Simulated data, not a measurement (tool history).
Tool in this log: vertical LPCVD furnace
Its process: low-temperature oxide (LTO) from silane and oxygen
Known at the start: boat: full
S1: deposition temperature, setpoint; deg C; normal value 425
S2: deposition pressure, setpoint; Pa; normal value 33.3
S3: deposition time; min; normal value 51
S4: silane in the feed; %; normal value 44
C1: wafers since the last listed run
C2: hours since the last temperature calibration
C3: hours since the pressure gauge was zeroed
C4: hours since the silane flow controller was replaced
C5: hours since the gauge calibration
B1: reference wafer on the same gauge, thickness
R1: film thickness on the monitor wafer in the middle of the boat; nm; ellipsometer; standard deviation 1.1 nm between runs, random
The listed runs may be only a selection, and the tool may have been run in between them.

run	hour	S1	S2	S3	S4	C1	C2	C3	C4	C5	B1	R1
1	0	425	33.3	51	44	0	2427.3	3962.8	1807.5	240.4	749.39	748.34
2	17	425	33.3	51	39	275	2444.3	3979.8	1824.5	257.4	748.95	660.24
3	32.7	425	33.3	45	44	254	2460	3995.5	1840.2	273.1	748.97	658.42
4	46.7	425	33.3	45	44	226	2474	4009.5	1854.2	287.1	748.78	660.66
5	59.4	425	33.3	45	44	205	2486.7	4022.2	1866.9	299.8	748.83	657.75
6	72.6	425	33.3	51	44	213	2499.9	4035.4	1880.1	313	748.97	746.38
7	116.9	425	33.3	51	44	716	2544.2	4079.7	1924.4	357.3	748.85	748.24
8	127.4	425	33.3	51	44	169	2554.7	4090.2	1934.9	367.8	749.1	746.25
9	140	425	33.3	51	44	203	2567.3	4102.8	1947.5	380.4	748.93	746.97
10	152.4	425	33.3	51	44	200	2579.7	4115.2	1959.9	392.8	749.06	745
11	162	425	33.3	51	44	155	2589.3	4124.8	1969.5	402.4	748.97	748.76
12	178.5	425	33.3	51	44	266	2605.8	4141.3	1986	418.9	749	747.6
# hour 180.5: gauge calibrated
13	186.5	425	33.3	51	44	129	2613.8	4149.3	1994	6	749.15	744.69
14	198.5	413	37.3	60	38	194	2625.8	4161.3	2006	18	748.96	748.22
15	208.7	418	33.3	51	50	165	2636	4171.5	2016.2	28.2	749.02	780.98
# hour 239.1: thermocouples replaced and temperature profile calibrated
16	239.6	425	40	51	44	111	0.5	4202.4	2047.1	59.1	748.93	870.71
17	250.6	418	33.3	60	41	177	11.5	4213.4	2058.1	70.1	749.12	735.56
18	263.2	425	36.7	51	44	203	24.1	4226	2070.7	82.7	748.88	796.39
19	275.2	425	33.3	51	44	194	36.1	4238	2082.7	94.7	749.06	723.1
20	286.3	425	33.3	51	44	179	47.2	4249.1	2093.8	105.8	748.75	722.61
21	304	425	36	51	50	286	64.9	4266.8	2111.5	123.5	749.03	873.41
# hour 336.7: pressure gauge zeroed
# hour 339.8: silane flow controller replaced
22	340.3	425	33.3	51	44	149	101.2	3.6	0.5	159.8	749.11	756.03
23	344.3	425	33.3	51	44	64	105.2	7.6	4.5	163.8	749.03	756.11
24	348.3	425	33.3	51	44	64	109.2	11.6	8.5	167.8	748.96	755.62
25	352.3	425	33.3	51	44	64	113.2	15.6	12.5	171.8	748.97	757.81
26	357.7	425	36.7	51	44	87	118.6	21	17.9	177.2	748.93	833.31

Run 27 is up next; what results do you expect?
27	368	435	36	51	50	166	128.9	31.3	28.2	187.5	?	?

Run 27 yielded B1 749.15, R1 998.65 nm.
With the hidden condition absent and the run-to-run variation left alone, this run would have shown R1 991.96 nm.
